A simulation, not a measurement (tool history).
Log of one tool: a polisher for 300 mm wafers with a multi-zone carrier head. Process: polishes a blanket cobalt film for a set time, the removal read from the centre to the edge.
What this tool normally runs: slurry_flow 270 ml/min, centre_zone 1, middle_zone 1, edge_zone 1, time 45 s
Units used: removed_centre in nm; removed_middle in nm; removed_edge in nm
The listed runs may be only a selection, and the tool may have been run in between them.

run   hour  slurry_flow  centre_zone  middle_zone  edge_zone  time  incoming thickness of the incoming film, nm  removed_centre  removed_middle  removed_edge
  1      0          270            1            1          1    45                                        783.7           277.1           291.4         290.7
  2    8.8          270            1            1          1    45                                        790.4           271.3             291         281.8
  3   23.3          270            1            1          1    45                                        791.1           272.3           292.4         283.2
  4   37.8          270            1            1          1    45                                        779.3           270.9           284.5         284.6
  5   45.1          270            1            1          1    45                                        782.6           270.9           281.8         280.6
  6   58.1          270            1            1          1    51                                          793           307.7           314.9         313.7
  7   64.6          270            1            1          1    51                                          791           299.4           320.4         316.1
      70.5  -- worn pad replaced by a new one
        75  -- slurry nozzle cleaned
  8   75.5          270            1            1          1    45                                        787.6           290.5           310.6         298.8
  9   81.4          270            1            1          1    45                                        794.2           292.5           296.8         293.2
 10   89.3          270            1            1          1    45                                        792.2           290.4           304.2         293.8
 11   95.7          270            1         0.95       1.04    40                                        792.8           256.5             265         268.5
 12  112.9          320          0.9            1       1.04    40                                        784.5           234.4           274.1         268.4
     125.6  -- worn pad replaced by a new one
 13  126.1          360            1          1.1          1    45                                        784.2           309.1           340.3         307.7
     129.2  -- centre zone pressure recalibrated
     142.1  -- carrier head's membrane replaced by a new one
 14  142.6          270            1            1          1    45                                        777.8           287.8           305.5         294.4
 15  145.2          270            1            1          1    45                                        796.7           287.3             300         294.8
     150.6  -- edge zone pressure recalibrated
 16  154.2          200            1          0.9       1.09    45                                        774.9           274.9           261.4         295.6
 17  160.9          335         0.91            1          1    37                                        792.3           219.9           258.4         249.4
 18    175          270            1         1.11          1    45                                        800.6           295.1           327.3         292.1
     185.7  -- worn pad replaced by a new one
 19  186.5          270            1         1.07          1    36                                        786.7           232.3             256         236.2
 20    193          270         0.93         0.97          1    45                                        788.8             273           297.1         293.5
 21  204.1          270            1            1          1    45                                        790.4             287           308.2         294.9

5 options for the next run, each taken on its own from the tool as it stands now. Forecast them:
  A  204.5          270            1            1       0.91    45                                        776.8               ?               ?             ?
  B  204.5          270            1            1       0.96    45                                        776.8               ?               ?             ?
  C  204.5          320         0.89         0.92          1    45                                        776.8               ?               ?             ?
  D  204.5          270            1          1.1       0.96    56                                        776.8               ?               ?             ?
  E  204.5          270            1            1          1    59                                        776.8               ?               ?             ?

run  removed_centre  removed_middle  removed_edge
  A           288.7           298.9         283.3
  B           288.7           298.9         288.7
  C           262.5           285.1         297.8
  D           359.5           402.3         358.8
  E           378.5           391.9         384.2
With no hidden state in the tool, these same runs would have given:
run  removed_centre  removed_middle  removed_edge
  A           291.4           301.5         285.1
  B           291.4           301.5         290.6
  C           264.5           287.2         299.4
  D           362.9           405.8         361.1
  E           382.1           395.2         386.7
